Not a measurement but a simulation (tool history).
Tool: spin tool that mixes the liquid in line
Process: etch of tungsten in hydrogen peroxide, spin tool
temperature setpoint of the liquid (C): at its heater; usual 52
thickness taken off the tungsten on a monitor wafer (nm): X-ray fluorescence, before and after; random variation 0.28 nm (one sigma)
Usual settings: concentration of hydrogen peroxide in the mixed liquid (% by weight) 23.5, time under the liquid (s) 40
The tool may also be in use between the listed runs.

run    hour  temperature setpoint of the liquid (C)  concentration of hydrogen peroxide in the mixed liquid (% by weight)  time under the liquid (s)  read-back film thickness of the tungsten reference wafer, read on the same gauge (nm)  thickness taken off the tungsten on a monitor wafer (nm)
  1       0                                    46.5                                                                  23.5                         30                                                                                 140.04                                                     29.22
         94  -- new drum of peroxide connected
  2    94.5                                      52                                                                  23.5                         40                                                                                 139.99                                                      54.5
  3   156.6                                    47.5                                                                  23.5                         40                                                                                 140.01                                                     40.98
  4   228.9                                      57                                                                  23.5                         60                                                                                    140                                                    110.19
  5     278                                      52                                                                  23.5                         40                                                                                 140.01                                                     54.19
  6   326.7                                      52                                                                  23.5                         40                                                                                 140.01                                                      54.5
  7   369.9                                      52                                                                    20                         50                                                                                 140.06                                                      62.5
  8   453.2                                      52                                                                  23.5                         40                                                                                    140                                                     54.13
      491.8  -- thermometer replaced
        541  -- peroxide flow meter replaced
  9   546.4                                      52                                                                  26.5                         50                                                                                 139.96                                                      76.2
 10   638.2                                      52                                                                  23.5                         60                                                                                 139.97                                                     85.87
      673.3  -- heated supply line repaired
 11   695.7                                      59                                                                    28                         40                                                                                 139.99                                                     94.36
 12   748.9                                      46                                                                  23.5                         50                                                                                 140.03                                                     49.28
 13   829.1                                    60.5                                                                  23.5                         40                                                                                 140.04                                                     94.88
 14     910                                    45.5                                                                  23.5                         65                                                                                 140.06                                                     62.02
 15  1015.4                                      60                                                                  27.5                         60                                                                                    140                                                    147.69
 16  1109.2                                      52                                                                    30                         20                                                                                 140.01                                                     32.08
 17  1209.5                                      52                                                                  23.5                         20                                                                                 140.02                                                     28.48
 18  1255.3                                      52                                                                  23.5                         40                                                                                 139.99                                                     56.69
 19    1342                                      52                                                                  26.5                         40                                                                                 140.03                                                      59.9
       1359  -- new drum of peroxide connected
     1373.2  -- peroxide flow meter replaced
 20  1414.5                                      52                                                                    20                         40                                                                                 139.96                                                     51.99
 21  1495.5                                    55.5                                                                    21                         55                                                                                 140.03                                                     89.14
 22    1557                                    55.5                                                                  23.5                         40                                                                                 139.97                                                     69.09
 23  1849.5                                      52                                                                  23.5                         40                                                                                 139.98                                                     56.03
 24    1901                                      43                                                                    26                         25                                                                                 140.01                                                     20.94
 25  2001.5                                      52                                                                  23.5                         40                                                                                    140                                                     55.66
 26  2093.4                                      52                                                                  25.5                         40                                                                                 139.97                                                     57.45
 27  2140.2                                      52                                                                  23.5                         40                                                                                 140.01                                                     55.61

Forecast each of these 3 alternatives for the next run:
  A  2140.6                                      52                                                                  23.5                         15                                                                                      ?                                                         ?
  B  2140.6                                    46.5                                                                  18.5                         60                                                                                      ?                                                         ?
  C  2140.6                                      52                                                                    27                         40                                                                                      ?                                                         ?

run  read-back film thickness of the tungsten reference wafer, read on the same gauge (nm)  thickness taken off the tungsten on a monitor wafer (nm)
  A                                                                                 140.02                                                     20.83
  B                                                                                 140.02                                                     52.68
  C                                                                                 140.02                                                     59.55
Without the tool's hidden state the same runs would have given:
run  thickness taken off the tungsten on a monitor wafer (nm)
  A                                                     21.64
  B                                                      54.8
  C                                                     61.86
